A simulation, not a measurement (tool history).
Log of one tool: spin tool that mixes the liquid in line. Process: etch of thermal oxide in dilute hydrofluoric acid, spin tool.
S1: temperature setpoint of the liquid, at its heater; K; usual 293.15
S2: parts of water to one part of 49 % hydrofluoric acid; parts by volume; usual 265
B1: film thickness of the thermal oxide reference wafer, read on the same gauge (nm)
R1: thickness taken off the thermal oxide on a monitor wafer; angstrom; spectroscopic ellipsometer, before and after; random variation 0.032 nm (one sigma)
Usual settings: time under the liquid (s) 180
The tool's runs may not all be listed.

run 1 day=0 | S1=293.15 S2=265 time_under_the_liquid_(s)=235 | B1=49.989 | R1=26.15
-- day=0.371 hydrofluoric acid flow meter replaced
run 2 day=1.662 | S1=293.15 S2=265 time_under_the_liquid_(s)=235 | B1=49.969 | R1=26.32
run 3 day=5.612 | S1=293.15 S2=265 time_under_the_liquid_(s)=180 | B1=50.055 | R1=19.61
run 4 day=8.95 | S1=293.15 S2=265 time_under_the_liquid_(s)=180 | B1=50.005 | R1=19.43
run 5 day=10.688 | S1=293.15 S2=265 time_under_the_liquid_(s)=265 | B1=50.053 | R1=28.33
run 6 day=13.429 | S1=293.15 S2=265 time_under_the_liquid_(s)=265 | B1=49.964 | R1=28.37
run 7 day=16.717 | S1=293.15 S2=265 time_under_the_liquid_(s)=265 | B1=49.978 | R1=27.44
-- day=19.875 thermometer replaced
run 8 day=20.262 | S1=293.15 S2=265 time_under_the_liquid_(s)=180 | B1=50.03 | R1=20.82
run 9 day=22.092 | S1=293.15 S2=265 time_under_the_liquid_(s)=180 | B1=50.011 | R1=20.67
run 10 day=26.192 | S1=293.15 S2=265 time_under_the_liquid_(s)=180 | B1=49.993 | R1=19.94
run 11 day=28.288 | S1=293.15 S2=265 time_under_the_liquid_(s)=180 | B1=50.02 | R1=19.82
run 12 day=32.742 | S1=293.15 S2=265 time_under_the_liquid_(s)=180 | B1=50.03 | R1=19.61
run 13 day=39.429 | S1=293.15 S2=265 time_under_the_liquid_(s)=180 | B1=50.016 | R1=19.07
run 14 day=41.425 | S1=293.15 S2=195 time_under_the_liquid_(s)=180 | B1=49.995 | R1=27.35
-- day=41.846 thermometer replaced
run 15 day=44.85 | S1=293.15 S2=195 time_under_the_liquid_(s)=180 | B1=50.043 | R1=29.65
run 16 day=46.758 | S1=293.15 S2=265 time_under_the_liquid_(s)=180 | B1=50.065 | R1=20.36
run 17 day=50.604 | S1=293.15 S2=265 time_under_the_liquid_(s)=180 | B1=49.992 | R1=19.47
run 18 day=53.946 | S1=293.15 S2=265 time_under_the_liquid_(s)=180 | B1=49.982 | R1=19.24
run 19 day=62.433 | S1=295.65 S2=320 time_under_the_liquid_(s)=240 | B1=50.025 | R1=22.8
run 20 day=65.775 | S1=293.15 S2=265 time_under_the_liquid_(s)=180 | B1=49.935 | R1=19.05
run 21 day=67.325 | S1=293.15 S2=265 time_under_the_liquid_(s)=265 | B1=49.948 | R1=28.34
-- day=68.583 thermometer replaced
run 22 day=74.083 | S1=291.65 S2=265 time_under_the_liquid_(s)=280 | B1=50.038 | R1=30.49
run 23 day=78.146 | S1=297.15 S2=335 time_under_the_liquid_(s)=75 | B1=50.012 | R1=7.29
-- day=81.192 hydrofluoric acid flow meter replaced
run 24 day=81.812 | S1=290.15 S2=220 time_under_the_liquid_(s)=220 | B1=50.028 | R1=26.95
run 25 day=84.2 | S1=290.15 S2=265 time_under_the_liquid_(s)=180 | B1=50.004 | R1=17.64
run 26 day=85.808 | S1=295.15 S2=265 time_under_the_liquid_(s)=180 | B1=49.999 | R1=21.03
-- day=86.425 gauge calibrated
run 27 day=89.708 | S1=297.65 S2=265 time_under_the_liquid_(s)=125 | B1=49.985 | R1=15.75
run 28 day=92.742 | S1=291.65 S2=200 time_under_the_liquid_(s)=180 | B1=50.034 | R1=25.41
-- day=96.383 thermometer replaced
run 29 day=96.775 | S1=294.65 S2=265 time_under_the_liquid_(s)=110 | B1=50.009 | R1=13.28
run 30 day=100.779 | S1=293.15 S2=265 time_under_the_liquid_(s)=180 | B1=50.018 | R1=19.99
run 31 day=104.346 | S1=293.15 S2=265 time_under_the_liquid_(s)=150 | B1=50.066 | R1=16.5
run 32 day=108.208 | S1=293.15 S2=265 time_under_the_liquid_(s)=180 | B1=49.999 | R1=19.74
run 33 day=112.196 | S1=293.15 S2=340 time_under_the_liquid_(s)=180 | B1=50.009 | R1=14.4

Measured less the same run without the tool's hidden state. The same run-to-run variation is in both; the gauge's scatter may not be:
The hidden state here: liquid colder than its thermometer reads (K); hydrofluoric acid flow below the setpoint (%); gauge reads high (%).
run=1 R1=-0.84
run=2 R1=-1.02
run=3 R1=-1.07
run=4 R1=-1.32
run=5 R1=-2.12
run=6 R1=-2.44
run=7 R1=-2.75
run=8 R1=-0.24
run=9 R1=-0.39
run=10 R1=-0.69
run=11 R1=-0.85
run=12 R1=-1.19
run=13 R1=-1.67
run=14 R1=-2.74
run=15 R1=-0.46
run=16 R1=-0.45
run=17 R1=-0.71
run=18 R1=-0.97
run=19 R1=-1.82
run=20 R1=-1.89
run=21 R1=-2.98
run=22 R1=-0.67
run=23 R1=-0.25
run=24 R1=-1.5
run=25 R1=-1.13
run=26 R1=-1.4
run=27 R1=-1.26
run=28 R1=-2.62
run=29 R1=-0.07
run=30 R1=-0.41
run=31 R1=-0.57
run=32 R1=-0.98
run=33 R1=-0.92
